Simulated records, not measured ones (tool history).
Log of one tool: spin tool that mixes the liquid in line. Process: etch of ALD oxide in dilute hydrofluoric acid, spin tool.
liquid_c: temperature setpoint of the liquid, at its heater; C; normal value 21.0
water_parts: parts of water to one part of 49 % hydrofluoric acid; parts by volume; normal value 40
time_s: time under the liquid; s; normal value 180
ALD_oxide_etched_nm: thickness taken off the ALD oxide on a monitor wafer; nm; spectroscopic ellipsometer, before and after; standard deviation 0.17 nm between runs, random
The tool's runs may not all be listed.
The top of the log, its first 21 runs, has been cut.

run,hour,liquid_c,water_parts,time_s,"read-back film thickness of the ALD oxide reference wafer, read on the same gauge (nm)",ALD_oxide_etched_nm
# hour 291.0: hydrofluoric acid flow meter replaced
# hour 297.5: thermometer replaced
22,298.5,18.0,40,180,149.98,31.87
23,315.8,21.0,40,180,149.99,36.51
24,332.5,19.5,20,180,150.04,69.77
25,340.9,21.0,50,150,150.00,24.17
26,356.7,21.0,40,180,149.99,36.14
27,368.6,25.5,30,180,150.02,60.01
# hour 384.3: thermometer replaced, repeated, since the last time left the tool worse
28,385.8,17.0,40,180,149.97,34.50
29,396.7,21.0,40,250,149.97,57.11
30,410.0,25.5,45,180,150.00,43.99
31,423.1,24.0,40,245,149.99,63.24
32,434.4,19.5,20,180,150.00,78.91

4 options for the next run, each taken on its own from the tool as it stands now. Forecast them:
A,434.9,21.0,40,180,?,?
B,434.9,17.0,20,270,?,?
C,434.9,22.5,40,180,?,?
D,434.9,21.0,35,180,?,?

run,"read-back film thickness of the ALD oxide reference wafer, read on the same gauge (nm)",ALD_oxide_etched_nm
A,150.01,40.91
B,150.01,105.51
C,150.01,43.59
D,150.01,47.04
The same runs, with their run-to-run variation unchanged, on a tool lacking any hidden condition would have given:
run,ALD_oxide_etched_nm
A,41.68
B,107.59
C,44.40
D,47.93

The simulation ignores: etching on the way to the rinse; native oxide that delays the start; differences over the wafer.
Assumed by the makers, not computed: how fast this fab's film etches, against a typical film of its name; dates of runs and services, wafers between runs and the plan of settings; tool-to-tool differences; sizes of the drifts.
